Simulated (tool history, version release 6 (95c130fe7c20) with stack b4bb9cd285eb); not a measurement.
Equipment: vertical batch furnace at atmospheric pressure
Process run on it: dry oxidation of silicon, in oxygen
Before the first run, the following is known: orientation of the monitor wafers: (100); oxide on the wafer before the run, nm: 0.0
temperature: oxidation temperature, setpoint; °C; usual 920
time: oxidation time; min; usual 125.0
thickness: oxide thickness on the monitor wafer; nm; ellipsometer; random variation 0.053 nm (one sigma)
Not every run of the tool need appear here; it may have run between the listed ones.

run	hour	temperature	time	wafers since the last listed run	hours since the last temperature calibration	hours since the boat lift was adjusted	hours since the gauge calibration	read-back reference wafer on the same gauge, thickness	thickness
1	0.0	920	89.0	0	1824.3	4420.3	77.3	41.90	28.91
2	14.5	920	89.0	120	1838.8	4434.8	91.8	41.89	28.92
3	26.0	920	125.0	95	1850.3	4446.3	103.3	41.89	36.62
4	44.1	920	125.0	150	1868.4	4464.4	121.4	41.89	36.58
5	60.2	934	125.0	134	1884.5	4480.5	137.5	41.90	42.43
6	72.5	920	82.0	102	1896.8	4492.8	149.8	41.89	27.40
7	88.3	920	125.0	131	1912.6	4508.6	165.6	41.91	36.67
# hour 115.7: boat lift adjusted
8	116.2	920	125.0	32	1940.5	0.5	193.5	41.89	36.69
9	121.9	920	82.0	47	1946.2	6.2	199.2	41.91	27.41
# hour 148.1: thermocouples replaced and temperature profile calibrated
10	148.6	931	187.0	22	0.5	32.9	225.9	41.89	52.92
11	154.3	920	81.5	47	6.2	38.6	231.6	41.89	26.38
12	169.5	920	79.5	126	21.4	53.8	246.8	41.90	25.93
# hour 174.9: gauge calibrated
13	178.0	900	125.0	70	29.9	62.3	3.1	41.88	28.63
14	192.6	932	153.5	121	44.5	76.9	17.7	41.88	46.43
15	210.0	898	99.5	144	61.9	94.3	35.1	41.90	24.05
16	231.3	899	173.5	177	83.2	115.6	56.4	41.91	35.47

A few steps of thickness between consecutive runs. Split each: what settings, incoming material and random variation would produce without the hidden state, and what is left over for the hidden state, along with gauge scatter present in only one of the two compared results (measured, and without hidden state):
Hidden state at play: true tube temperature minus thermocouple reading, K; monitor wafer colder than the profiled boat position, K; gauge reads high (%).
Run 9 -> 10: temperature 920 -> 931, time 82.0 -> 187.0, thermocouples replaced and temperature profile calibrated. thickness +25.51 nm: hidden state -0.92, all else +26.43.
Run 10 -> 11: temperature 931 -> 920, time 187.0 -> 81.5. thickness -26.54 nm: hidden state -0.10, all else -26.44.

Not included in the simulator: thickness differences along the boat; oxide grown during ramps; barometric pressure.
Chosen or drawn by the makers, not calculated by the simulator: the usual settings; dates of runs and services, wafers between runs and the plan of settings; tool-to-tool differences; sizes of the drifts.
